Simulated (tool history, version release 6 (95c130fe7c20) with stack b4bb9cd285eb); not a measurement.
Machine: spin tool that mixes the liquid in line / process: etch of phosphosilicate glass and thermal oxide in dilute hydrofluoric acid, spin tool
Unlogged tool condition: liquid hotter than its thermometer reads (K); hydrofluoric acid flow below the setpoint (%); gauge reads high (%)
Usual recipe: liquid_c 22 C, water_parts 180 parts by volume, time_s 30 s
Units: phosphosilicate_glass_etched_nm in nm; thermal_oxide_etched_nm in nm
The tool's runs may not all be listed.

run	hour	liquid_c	water_parts	time_s	wafers since the last listed run	hours since the thermometer was replaced	hours since the hydrofluoric acid flow meter was replaced	hours since the gauge calibration	read-back film thickness of the phosphosilicate glass reference wafer, read on the same gauge (nm)	read-back film thickness of the thermal oxide reference wafer, read on the same gauge (nm)	phosphosilicate_glass_etched_nm	thermal_oxide_etched_nm
1	0	22	180	25	0	1103.1	2203.2	862.2	90.03	50.047	6.88	0.588
2	25.2	22	180	25	467	1128.3	2228.4	887.4	90.03	49.983	6.92	0.62
3	59.7	22	180	25	640	1162.8	2262.9	921.9	90	50.011	6.86	0.59
4	76.2	22	180	30	306	1179.3	2279.4	938.4	90.05	50.004	8.32	0.709
# hour 76.6: gauge calibrated
5	91.4	22	180	30	282	1194.5	2294.6	14.8	89.98	50.027	8.38	0.664
# hour 110.2: thermometer replaced
6	121.4	22	180	30	538	11.2	2324.6	44.8	89.97	49.984	7.37	0.623
# hour 123.2: hydrofluoric acid flow meter replaced
7	143.4	22	180	30	389	33.2	20.2	66.8	89.98	49.999	8.23	0.716
8	161.4	22	180	30	334	51.2	38.2	84.8	90.01	49.995	8.18	0.673
9	179.5	20.5	95	25	335	69.3	56.3	102.9	89.99	49.957	13.33	1.139
10	210.8	22	180	50	580	100.6	87.6	134.2	89.98	50.017	13.46	1.157
11	246.5	18.5	210	15	662	136.3	123.3	169.9	90.03	50.002	3.02	0.244
12	281.6	22	180	30	651	171.4	158.4	205	90	50.014	8.19	0.661
13	300.8	20.5	180	30	356	190.6	177.6	224.2	90.05	49.982	7.83	0.689
14	349.2	19	180	30	898	239	226	272.6	90	50.029	7.36	0.612
15	445	22	180	30	1777	334.8	321.8	368.4	90	50.013	8.22	0.659
16	479.6	22	235	25	642	369.4	356.4	403	89.98	50.014	4.97	0.419
17	510.3	17	230	30	569	400.1	387.1	433.7	90	49.971	5.07	0.45
18	525	25	225	25	272	414.8	401.8	448.4	89.99	49.986	5.87	0.496
19	553.4	22	180	25	527	443.2	430.2	476.8	90.06	49.978	6.88	0.583
20	567.2	23.5	180	30	256	457	444	490.6	90	50.013	8.74	0.75
21	581.1	22	180	30	257	470.9	457.9	504.5	90.03	50.03	8.28	0.692
22	609.4	18	265	30	525	499.2	486.2	532.8	89.99	50.016	4.48	0.396
23	656.6	22	180	15	875	546.4	533.4	580	90.02	49.987	4.18	0.355
24	671.4	23.5	115	20	274	561.2	548.2	594.8	90.03	49.974	9.76	0.861
25	703.6	22	110	30	597	593.4	580.4	627	89.96	49.98	14.75	1.344
26	739.1	22	180	45	658	628.9	615.9	662.5	89.96	50.007	12.47	1.102

Exercise: give the hidden state of the tool at every run:
gauge reads high (%): 0 across all the runs
H1: liquid hotter than its thermometer reads (K)
H2: hydrofluoric acid flow below the setpoint (%)
run	H1	H2
1	2.76	7.51
2	2.81	7.6
3	2.89	7.71
4	2.92	7.76
5	2.96	7.81
6	0.085	7.9
7	0.133	0.841
8	0.171	0.898
9	0.21	0.956
10	0.278	1.06
11	0.355	1.17
12	0.431	1.28
13	0.472	1.34
14	0.577	1.5
15	0.783	1.81
16	0.858	1.92
17	0.924	2.01
18	0.956	2.06
19	1.02	2.15
20	1.05	2.2
21	1.08	2.24
22	1.14	2.33
23	1.24	2.48
24	1.27	2.53
25	1.34	2.63
26	1.42	2.75
